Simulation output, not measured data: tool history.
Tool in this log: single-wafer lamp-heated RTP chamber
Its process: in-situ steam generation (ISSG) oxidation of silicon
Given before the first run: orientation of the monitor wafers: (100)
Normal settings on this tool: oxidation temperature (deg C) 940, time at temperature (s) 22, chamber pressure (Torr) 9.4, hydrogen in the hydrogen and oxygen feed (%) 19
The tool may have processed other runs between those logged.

run	hour	oxidation temperature (deg C)	time at temperature (s)	chamber pressure (Torr)	hydrogen in the hydrogen and oxygen feed (%)	wafers since the last listed run	wafers since the last pyrometer calibration	hours since the pressure gauge was zeroed	hours since the hydrogen flow controller was replaced	hours since the gauge calibration	read-back reference wafer on the same gauge, thickness	oxide thickness on the monitor wafer (Å)
1	0.0	940	22	9.4	12	0	6229	3031.7	7802.1	2.3	4.346	42.90
2	6.2	940	22	9.4	12	59	6288	3037.9	7808.3	8.5	4.359	42.30
3	14.7	940	22	9.4	19	80	6369	3046.4	7816.8	17.0	4.359	47.15
4	21.3	940	22	9.4	19	62	6432	3053.0	7823.4	23.6	4.358	46.60
# hour 34.1: pyrometer window cleaned and pyrometer calibrated
5	35.4	940	22	8.2	19	58	12	3067.1	7837.5	37.7	4.368	47.92
6	42.5	940	22	9.4	19	67	80	3074.2	7844.6	44.8	4.361	47.24
7	50.5	940	22	9.4	19	76	156	3082.2	7852.6	52.8	4.364	47.85
8	60.9	940	22	9.4	19	99	255	3092.6	7863.0	63.2	4.353	47.10
9	71.0	940	22	9.4	19	96	351	3102.7	7873.1	73.3	4.369	47.31
# hour 91.3: hydrogen flow controller replaced
10	91.8	940	22	9.4	19	121	473	3123.5	0.5	94.1	4.352	47.57
11	99.7	940	22	9.4	19	75	548	3131.4	8.4	102.0	4.362	47.50
# hour 134.3: pyrometer window cleaned and pyrometer calibrated, repeated, since the last time left the tool worse
12	148.9	949	22	9.4	12	392	138	3180.6	57.6	151.2	4.363	43.08
13	156.7	940	26	9.4	23	74	213	3188.4	65.4	159.0	4.353	51.40
# hour 176.0: pressure gauge zeroed
14	176.5	940	22	9.4	19	112	325	0.5	85.2	178.8	4.361	45.90
15	178.6	940	28	9.4	13	19	345	2.6	87.3	180.9	4.356	47.12
16	191.4	923	16	7.9	15	121	467	15.4	100.1	193.7	4.356	37.26
17	206.4	940	22	9.4	19	142	610	30.4	115.1	208.7	4.361	46.03
18	235.2	940	14	10.0	19	274	884	59.2	143.9	237.5	4.371	38.23
19	248.2	925	17	9.4	13	123	1008	72.2	156.9	250.5	4.365	36.96
20	257.1	923	16	7.9	15	84	1093	81.1	165.8	259.4	4.361	37.39
21	269.2	946	22	9.4	19	115	1208	93.2	177.9	271.5	4.359	46.93
22	277.8	950	19	8.1	28	81	1290	101.8	186.5	280.1	4.355	49.35
23	288.1	952	22	10.2	26	98	1388	112.1	196.8	290.4	4.356	50.50
24	295.6	920	22	9.4	19	71	1459	119.6	204.3	297.9	4.360	43.82
25	302.6	940	22	9.4	11	66	1526	126.6	211.3	304.9	4.363	41.42
26	315.3	923	16	7.9	15	120	1647	139.3	224.0	317.6	4.362	37.45
27	327.9	940	16	9.8	26	119	1767	151.9	236.6	330.2	4.357	43.53
# hour 333.6: gauge calibrated
28	341.8	940	22	10.2	27	132	1899	165.8	250.5	8.2	4.354	48.58
29	352.6	940	22	9.4	19	102	2002	176.6	261.3	19.0	4.360	46.15

Predict the results of run 30:
30	359.1	940	22	9.4	19	61	2064	183.1	267.8	25.5	?	?

{"run 30": {"read-back reference wafer on the same gauge, thickness": 4.366, "oxide thickness on the monitor wafer (Å)": 46.28}}
With the hidden condition absent and the run-to-run variation left alone, this run would have shown oxide thickness on the monitor wafer (Å) 45.84.

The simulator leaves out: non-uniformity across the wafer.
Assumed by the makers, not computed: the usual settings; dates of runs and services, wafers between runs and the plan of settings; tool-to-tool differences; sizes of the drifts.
